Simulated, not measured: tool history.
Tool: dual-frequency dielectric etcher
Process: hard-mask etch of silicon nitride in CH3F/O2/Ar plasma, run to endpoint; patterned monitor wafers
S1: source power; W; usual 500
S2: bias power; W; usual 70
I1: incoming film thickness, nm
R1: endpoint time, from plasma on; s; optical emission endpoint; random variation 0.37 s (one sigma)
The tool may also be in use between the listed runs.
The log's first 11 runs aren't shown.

Run 12, hour 127.7: usual settings; I1 47.35. Result: R1 70.6 s.
At hour 152.6: upper electrode replaced.
Run 13, hour 153.1: usual settings; I1 47.51. Result: R1 70.2 s.
At hour 183.8: bias power generator calibrated.
Run 14, hour 185.5: usual settings; I1 47.03. Result: R1 69.4 s.
Run 15, hour 202.8: usual settings; I1 46.88. Result: R1 69.1 s.
Run 16, hour 218.6: usual settings; I1 46.89. Result: R1 68.4 s.
Run 17, hour 242.9: usual settings; I1 47.36. Result: R1 69.5 s.
Run 18, hour 251: usual settings but S1 580 W; I1 47.08. Result: R1 65.5 s.
At hour 279.5: wet clean of the chamber.
Run 19, hour 280: usual settings but S1 450 W, S2 58 W; I1 47.78. Result: R1 78.5 s.
Run 20, hour 280.3: usual settings; I1 46.73. Result: R1 70.2 s.
Run 21, hour 287.2: usual settings but S1 420 W, S2 81 W; I1 47.3. Result: R1 71.8 s.
Run 22, hour 305.1: usual settings but S1 560 W, S2 55 W; I1 47.42. Result: R1 74.1 s.
Run 23, hour 319.3: usual settings but S1 400 W, S2 83 W; I1 46.95. Result: R1 71.9 s.
Run 24, hour 335: usual settings but S2 52 W; I1 46.73. Result: R1 76.3 s.
Run 25, hour 345.1: usual settings but S1 440 W, S2 60 W; I1 47.18. Result: R1 77.4 s.
At hour 354.4: source power generator calibrated.
Run 26, hour 354.9: usual settings but S1 590 W, S2 55 W; I1 47.13. Result: R1 72.2 s.
Run 27, hour 368.3: usual settings but S1 590 W, S2 85 W; I1 46.92. Result: R1 62.6 s.

Run 28 comes next. What will it give?
Run 28, hour 375: usual settings but S1 390 W; I1 46.63. Result: R1 ?.

{"run 28": {"R1": 75.8}}
Without the tool's hidden state the same run would have given R1 76.2 s.

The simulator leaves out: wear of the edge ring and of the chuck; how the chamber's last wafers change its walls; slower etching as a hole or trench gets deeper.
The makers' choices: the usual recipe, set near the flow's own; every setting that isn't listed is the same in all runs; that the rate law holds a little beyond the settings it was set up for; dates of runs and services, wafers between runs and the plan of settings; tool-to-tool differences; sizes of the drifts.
